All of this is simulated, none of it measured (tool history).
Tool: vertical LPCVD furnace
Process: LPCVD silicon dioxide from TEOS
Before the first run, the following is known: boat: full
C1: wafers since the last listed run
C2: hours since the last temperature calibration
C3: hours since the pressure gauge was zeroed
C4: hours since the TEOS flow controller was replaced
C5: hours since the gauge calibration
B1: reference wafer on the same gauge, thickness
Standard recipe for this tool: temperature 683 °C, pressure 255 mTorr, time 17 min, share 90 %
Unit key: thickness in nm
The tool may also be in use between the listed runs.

run 1 hour=0 | temperature=687 pressure=255 time=17 share=90 | C1=0 C2=2579.1 C3=1853.1 C4=5404.9 C5=56.6 | B1=92.41 | thickness=109.98
run 2 hour=13.9 | temperature=687 pressure=255 time=17 share=90 | C1=208 C2=2593 C3=1867 C4=5418.8 C5=70.5 | B1=92.4 | thickness=110.05
run 3 hour=25.7 | temperature=683 pressure=255 time=17 share=90 | C1=176 C2=2604.8 C3=1878.8 C4=5430.6 C5=82.3 | B1=92.42 | thickness=99.83
run 4 hour=42.2 | temperature=683 pressure=255 time=17 share=90 | C1=247 C2=2621.3 C3=1895.3 C4=5447.1 C5=98.8 | B1=92.39 | thickness=100.05
run 5 hour=50.8 | temperature=683 pressure=255 time=17 share=90 | C1=128 C2=2629.9 C3=1903.9 C4=5455.7 C5=107.4 | B1=92.39 | thickness=100.73
run 6 hour=65.6 | temperature=683 pressure=255 time=17 share=90 | C1=221 C2=2644.7 C3=1918.7 C4=5470.5 C5=122.2 | B1=92.41 | thickness=100.46
run 7 hour=78.7 | temperature=683 pressure=255 time=17 share=90 | C1=196 C2=2657.8 C3=1931.8 C4=5483.6 C5=135.3 | B1=92.4 | thickness=100.15
-- hour=102.3 gauge calibrated
-- hour=126 pressure gauge zeroed
run 8 hour=129.7 | temperature=683 pressure=255 time=17 share=90 | C1=404 C2=2708.8 C3=3.7 C4=5534.6 C5=27.4 | B1=92.45 | thickness=100.28
run 9 hour=144.8 | temperature=683 pressure=255 time=17 share=90 | C1=226 C2=2723.9 C3=18.8 C4=5549.7 C5=42.5 | B1=92.37 | thickness=100.55
-- hour=172.7 thermocouples replaced and temperature profile calibrated
-- hour=189.1 TEOS flow controller replaced
run 10 hour=189.6 | temperature=686 pressure=305 time=15 share=80 | C1=66 C2=16.9 C3=63.6 C4=0.5 C5=87.3 | B1=92.36 | thickness=88.48
run 11 hour=194.2 | temperature=687 pressure=255 time=17 share=90 | C1=68 C2=21.5 C3=68.2 C4=5.1 C5=91.9 | B1=92.42 | thickness=99.74
run 12 hour=198.7 | temperature=683 pressure=205 time=12 share=84 | C1=67 C2=26 C3=72.7 C4=9.6 C5=96.4 | B1=92.38 | thickness=55.4
run 13 hour=203.3 | temperature=677 pressure=280 time=17 share=90 | C1=68 C2=30.6 C3=77.3 C4=14.2 C5=101 | B1=92.42 | thickness=82.18
run 14 hour=208.4 | temperature=683 pressure=255 time=17 share=90 | C1=76 C2=35.7 C3=82.4 C4=19.3 C5=106.1 | B1=92.4 | thickness=90.54
run 15 hour=220.9 | temperature=680 pressure=300 time=12 share=83 | C1=187 C2=48.2 C3=94.9 C4=31.8 C5=118.6 | B1=92.41 | thickness=62.04
run 16 hour=237.3 | temperature=673 pressure=255 time=17 share=90 | C1=245 C2=64.6 C3=111.3 C4=48.2 C5=135 | B1=92.41 | thickness=70.98

Predict each of these 3 candidate next runs independently; none follows another, all start after run 16:
run A hour=242 | temperature=683 pressure=255 time=17 share=90 | C1=70 C2=69.3 C3=116 C4=52.9 C5=139.7 | B1=? | thickness=?
run B hour=242 | temperature=683 pressure=295 time=21.5 share=90 | C1=70 C2=69.3 C3=116 C4=52.9 C5=139.7 | B1=? | thickness=?
run C hour=242 | temperature=673 pressure=225 time=12.5 share=97 | C1=70 C2=69.3 C3=116 C4=52.9 C5=139.7 | B1=? | thickness=?

run=A B1=92.38 thickness=90.68
run=B B1=92.38 thickness=123.35
run=C B1=92.38 thickness=50.97
Stripped of hidden state, with their random variation kept, the same runs would have yielded:
run=A thickness=90.19
run=B thickness=122.69
run=C thickness=50.69
